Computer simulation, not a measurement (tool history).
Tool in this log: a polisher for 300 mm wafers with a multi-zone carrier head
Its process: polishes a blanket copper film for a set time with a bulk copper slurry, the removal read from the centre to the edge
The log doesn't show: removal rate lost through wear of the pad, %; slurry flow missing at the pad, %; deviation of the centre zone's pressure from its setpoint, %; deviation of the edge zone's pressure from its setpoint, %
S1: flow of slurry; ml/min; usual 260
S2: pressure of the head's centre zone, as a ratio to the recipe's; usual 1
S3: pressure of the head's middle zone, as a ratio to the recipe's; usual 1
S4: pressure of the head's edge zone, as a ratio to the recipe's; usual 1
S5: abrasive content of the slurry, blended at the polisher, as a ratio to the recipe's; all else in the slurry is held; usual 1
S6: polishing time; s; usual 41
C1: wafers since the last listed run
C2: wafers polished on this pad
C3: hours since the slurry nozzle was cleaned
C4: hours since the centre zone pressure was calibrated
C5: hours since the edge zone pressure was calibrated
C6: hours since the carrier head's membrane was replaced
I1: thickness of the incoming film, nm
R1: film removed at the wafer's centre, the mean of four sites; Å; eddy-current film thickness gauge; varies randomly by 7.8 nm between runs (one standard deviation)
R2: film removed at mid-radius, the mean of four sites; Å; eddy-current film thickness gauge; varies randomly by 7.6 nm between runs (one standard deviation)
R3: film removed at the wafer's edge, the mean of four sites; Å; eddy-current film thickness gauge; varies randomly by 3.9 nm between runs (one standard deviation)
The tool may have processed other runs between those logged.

Run 1, hour 0: usual settings but S4 0.97; C1 0; C2 232; C3 294.8; C4 783.9; C5 1352.2; C6 470.4; I1 2736.7. Result: R1 5276 Å, R2 5115 Å, R3 5285 Å.
At hour 6.5: edge zone pressure recalibrated.
Run 2, hour 7.2: usual settings but S4 0.97; C1 49; C2 282; C3 302; C4 791.1; C5 0.7; C6 477.6; I1 2714.7. Result: R1 5249 Å, R2 5210 Å, R3 5185 Å.
At hour 17.5: slurry nozzle cleaned.
Run 3, hour 19.8: usual settings but S1 345 ml/min, S2 0.93, S5 0.7, S6 47 s; C1 109; C2 392; C3 2.3; C4 803.7; C5 13.3; C6 490.2; I1 2721.6. Result: R1 5519 Å, R2 5686 Å, R3 5706 Å.
Run 4, hour 33.3: usual settings but S6 50 s; C1 127; C2 520; C3 15.8; C4 817.2; C5 26.8; C6 503.7; I1 2691.7. Result: R1 6386 Å, R2 6056 Å, R3 6367 Å.
Run 5, hour 40.2: usual settings; C1 65; C2 585; C3 22.7; C4 824.1; C5 33.7; C6 510.6; I1 2729.1. Result: R1 5272 Å, R2 5134 Å, R3 5124 Å.
Run 6, hour 58.2: usual settings but S5 0.85; C1 170; C2 756; C3 40.7; C4 842.1; C5 51.7; C6 528.6; I1 2699.6. Result: R1 5017 Å, R2 4842 Å, R3 4934 Å.
Run 7, hour 67.9: usual settings; C1 91; C2 848; C3 50.4; C4 851.8; C5 61.4; C6 538.3; I1 2732.5. Result: R1 5067 Å, R2 4948 Å, R3 5106 Å.
Run 8, hour 82.6: usual settings but S2 1.11, S3 1.09, S5 1.15, S6 54 s; C1 139; C2 987; C3 65.1; C4 866.5; C5 76.1; C6 553; I1 2745.3. Result: R1 7550 Å, R2 7346 Å, R3 6744 Å.
Run 9, hour 94.6: usual settings but S2 1.04, S3 0.9; C1 113; C2 1101; C3 77.1; C4 878.5; C5 88.1; C6 565; I1 2727.3. Result: R1 5188 Å, R2 4351 Å, R3 5035 Å.
At hour 102.2: centre zone pressure recalibrated.
Run 10, hour 107.8: usual settings but S1 185 ml/min, S2 0.91, S3 0.93, S5 1.2; C1 106; C2 1207; C3 90.3; C4 5.6; C5 101.3; C6 578.2; I1 2722.9. Result: R1 4630 Å, R2 4466 Å, R3 5029 Å.
At hour 124: worn pad replaced by a new one.
At hour 128.9: carrier head's membrane replaced by a new one.
Run 11, hour 129.4: usual settings but S3 0.89; C1 119; C2 4; C3 111.9; C4 27.2; C5 122.9; C6 0.5; I1 2720.9. Result: R1 5332 Å, R2 4647 Å, R3 5359 Å.
Run 12, hour 129.8: usual settings but S1 285 ml/min, S3 1.11, S6 33 s; C1 3; C2 8; C3 112.3; C4 27.6; C5 123.3; C6 0.9; I1 2742.8. Result: R1 4390 Å, R2 4617 Å, R3 4298 Å.
Run 13, hour 136.6: usual settings but S1 230 ml/min, S3 1.07; C1 64; C2 72; C3 119.1; C4 34.4; C5 130.1; C6 7.7; I1 2712.4. Result: R1 5133 Å, R2 5422 Å, R3 5258 Å.
Run 14, hour 150.5: usual settings but S2 0.91, S4 1.07, S5 1.25; C1 131; C2 204; C3 133; C4 48.3; C5 144; C6 21.6; I1 2740.8. Result: R1 5269 Å, R2 5430 Å, R3 5702 Å.
Run 15, hour 164.1: usual settings but S2 0.97, S3 1.08; C1 128; C2 333; C3 146.6; C4 61.9; C5 157.6; C6 35.2; I1 2770.4. Result: R1 5134 Å, R2 5562 Å, R3 5290 Å.
Run 16, hour 179.4: usual settings but S1 330 ml/min, S5 1.25; C1 145; C2 478; C3 161.9; C4 77.2; C5 172.9; C6 50.5; I1 2723.9. Result: R1 5629 Å, R2 5411 Å, R3 5502 Å.
Run 17, hour 190.8: usual settings but S2 1.04, S5 0.85; C1 108; C2 586; C3 173.3; C4 88.6; C5 184.3; C6 61.9; I1 2752.9. Result: R1 5079 Å, R2 4735 Å, R3 5018 Å.
Run 18, hour 200.5: usual settings; C1 91; C2 678; C3 183; C4 98.3; C5 194; C6 71.6; I1 2744. Result: R1 5206 Å, R2 4955 Å, R3 5124 Å.
Run 19, hour 211.6: usual settings but S1 290 ml/min, S3 1.07, S5 1.25, S6 52 s; C1 105; C2 783; C3 194.1; C4 109.4; C5 205.1; C6 82.7; I1 2769.7. Result: R1 6899 Å, R2 7013 Å, R3 6811 Å.
Run 20, hour 219.6: usual settings; C1 75; C2 859; C3 202.1; C4 117.4; C5 213.1; C6 90.7; I1 2736.2. Result: R1 5221 Å, R2 4883 Å, R3 5068 Å.
Run 21, hour 229.2: usual settings but S1 350 ml/min, S6 28 s; C1 91; C2 950; C3 211.7; C4 127; C5 222.7; C6 100.3; I1 2705.4. Result: R1 3681 Å, R2 3501 Å, R3 3511 Å.
Run 22, hour 245.1: usual settings but S1 300 ml/min; C1 150; C2 1101; C3 227.6; C4 142.9; C5 238.6; C6 116.2; I1 2732.4. Result: R1 5077 Å, R2 4846 Å, R3 5080 Å.

For each entry between runs, how does the tool's hidden state at the last listed run before it compare with that at the first listed run after it?
Run 1 -> run 2: edge zone pressure recalibrated (hour 6.5)
  removal rate lost through wear of the pad, %: 1.35 -> 1.73
  what was measured, less what the result would be without the hidden state, R1: -72 -> -92 Å; R2: -71 -> -92 Å; R3: -72 -> -92 Å
Run 2 -> run 3: slurry nozzle cleaned (hour 17.5)
  removal rate lost through wear of the pad, %: 1.73 -> 2.38
  what was measured, less what the result would be without the hidden state, R1: -92 -> -134 Å; R2: -92 -> -138 Å; R3: -92 -> -139 Å
Run 9 -> run 10: centre zone pressure recalibrated (hour 102.2)
  removal rate lost through wear of the pad, %: 6.27 -> 6.96
  what was measured, less what the result would be without the hidden state, R1: -348 -> -346 Å; R2: -292 -> -334 Å; R3: -337 -> -376 Å
Run 10 -> run 11: worn pad replaced by a new one (hour 124); carrier head's membrane replaced by a new one (hour 128.9)
  removal rate lost through wear of the pad, %: 6.96 -> 0.407
  what was measured, less what the result would be without the hidden state, R1: -346 -> -21 Å; R2: -334 -> -19 Å; R3: -376 -> -22 Å

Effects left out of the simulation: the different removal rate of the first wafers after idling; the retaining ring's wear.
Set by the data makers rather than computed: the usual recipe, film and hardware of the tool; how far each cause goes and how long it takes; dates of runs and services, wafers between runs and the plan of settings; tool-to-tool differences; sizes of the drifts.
